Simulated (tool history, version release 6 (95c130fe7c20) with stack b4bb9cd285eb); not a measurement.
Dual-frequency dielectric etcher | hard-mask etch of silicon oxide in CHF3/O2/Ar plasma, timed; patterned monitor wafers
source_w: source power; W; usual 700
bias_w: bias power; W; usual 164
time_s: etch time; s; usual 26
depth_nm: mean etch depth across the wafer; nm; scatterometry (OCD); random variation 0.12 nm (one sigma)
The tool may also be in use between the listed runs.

run	hour	source_w	bias_w	time_s	wafers since the last listed run	hours since the last wet clean	hours since the last source power generator calibration	hours since the last bias power generator calibration	hours since the last upper electrode change	hours since the gauge calibration	read-back reference wafer on the same gauge, depth_nm	depth_nm
1	0	700	164	28.5	0	199.4	1462.6	1407.4	2267.5	209.4	47.2	52.9
2	56.1	700	164	28.5	678	255.5	1518.7	1463.5	2323.6	265.5	47.2	52.8
3	158.4	700	164	28.5	1237	357.8	1621	1565.8	2425.9	367.8	47.2	52.9
4	195.4	820	164	32	447	394.8	1658	1602.8	2462.9	404.8	47.2	63.8
# hour 231.9: wet clean of the chamber
5	445.2	700	164	26	2732	213.3	1907.8	1852.6	2712.7	654.6	47.2	48.3
6	520.5	700	164	26	911	288.6	1983.1	1927.9	2788	729.9	47.2	48.2
7	618.7	700	164	26	1188	386.8	2081.3	2026.1	2886.2	828.1	47.2	48.5
# hour 669: bias power generator calibrated
# hour 688.2: wet clean of the chamber
# hour 698.8: gauge calibrated
8	714.3	700	164	26	876	26.1	2176.9	45.3	2981.8	15.5	47.2	48.3
# hour 791.7: source power generator calibrated
9	811.7	700	194	26	1130	123.5	20	142.7	3079.2	112.9	47.2	52.2
# hour 920.6: upper electrode replaced
10	921.1	700	203	23.5	1033	232.9	129.4	252.1	0.5	222.3	47.2	47.9
11	970.5	610	127	26	597	282.3	178.8	301.5	49.9	271.7	47.2	40.6
# hour 1039.6: wet clean of the chamber
12	1077.4	700	135	32.5	1003	37.8	285.7	408.4	156.8	378.6	47.2	55.4
13	1144.9	700	164	26	816	105.3	353.2	475.9	224.3	446.1	47.2	48.1
14	1239.7	600	177	20.5	1147	200.1	448	570.7	319.1	540.9	47.2	36.9

Forecast each of these 5 alternatives for the next run:
A	1240.1	700	164	26	4	200.5	448.4	571.1	319.5	541.3	?	?
B	1240.1	600	134	23	4	200.5	448.4	571.1	319.5	541.3	?	?
C	1240.1	810	134	29	4	200.5	448.4	571.1	319.5	541.3	?	?
D	1240.1	700	134	26	4	200.5	448.4	571.1	319.5	541.3	?	?
E	1240.1	700	142	26	4	200.5	448.4	571.1	319.5	541.3	?	?

run	read-back reference wafer on the same gauge, depth_nm	depth_nm
A	47.2	48.3
B	47.2	36.5
C	47.2	52.4
D	47.2	44.1
E	47.2	45.3
Without the tool's hidden state the same runs would have given:
run	depth_nm
A	48.3
B	36.5
C	52.4
D	44.1
E	45.3

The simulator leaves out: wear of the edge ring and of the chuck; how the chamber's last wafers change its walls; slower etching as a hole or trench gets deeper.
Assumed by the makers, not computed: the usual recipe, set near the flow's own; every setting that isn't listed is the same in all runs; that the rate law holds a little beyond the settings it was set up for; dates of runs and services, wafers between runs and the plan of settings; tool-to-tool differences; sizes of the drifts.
